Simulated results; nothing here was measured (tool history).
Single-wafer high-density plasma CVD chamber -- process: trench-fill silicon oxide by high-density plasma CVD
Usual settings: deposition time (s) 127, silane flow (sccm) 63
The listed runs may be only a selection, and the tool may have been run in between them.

| run | hour | deposition time (s) | silane flow (sccm) | read-back reference wafer on the same gauge, thickness_nm | mean film thickness on the monitor wafer (Å) |
|---|---|---|---|---|---|
| 1 | 0 | 127 | 63 | 924.433 | 8146.12 |
| 2 | 16.8 | 127 | 63 | 925.348 | 8155.18 |
| 3 | 24.3 | 127 | 63 | 925.656 | 8177.7 |
| 4 | 41.3 | 127 | 63 | 926.243 | 8186 |
| 5 | 50.4 | 127 | 63 | 926.252 | 8164.72 |
| 6 | 68.1 | 137 | 55 | 927.416 | 8144.3 |
| 7 | 81.8 | 137 | 55 | 927.837 | 8154.4 |
| 8 | 88.6 | 127 | 63 | 927.89 | 8190.01 |
| 9 | 105.9 | 111 | 70 | 928.56 | 7656.97 |
| 10 | 120.4 | 102 | 63 | 928.99 | 6601.22 |
| 11 | 127.7 | 112 | 74 | 929.515 | 8015.22 |
| 12 | 142.7 | 150 | 60 | 929.88 | 9412.26 |
| 13 | 149.8 | 127 | 68 | 924.354 | 8567.94 |
| 14 | 161.7 | 127 | 63 | 924.548 | 8148.35 |
| 15 | 175.6 | 152 | 63 | 925.284 | 9787.06 |
| 16 | 187.2 | 127 | 63 | 925.359 | 8161.46 |

Withheld: 2 entries from between the runs. Position of each, and hidden state at the listed run before versus the listed run after:
Run 9 -> run 10: silane flow controller replaced (hour 119.9)
  gauge reads high (%): 0.597 -> 0.655
  the result without the hidden state subtracted from the measured one, mean film thickness on the monitor wafer (Å): +45.41 -> +42.92
Run 12 -> run 13: gauge calibrated (hour 145.3)
  gauge reads high (%): 0.744 -> 0.117
  the result without the hidden state subtracted from the measured one, mean film thickness on the monitor wafer (Å): +69.48 -> +9.99
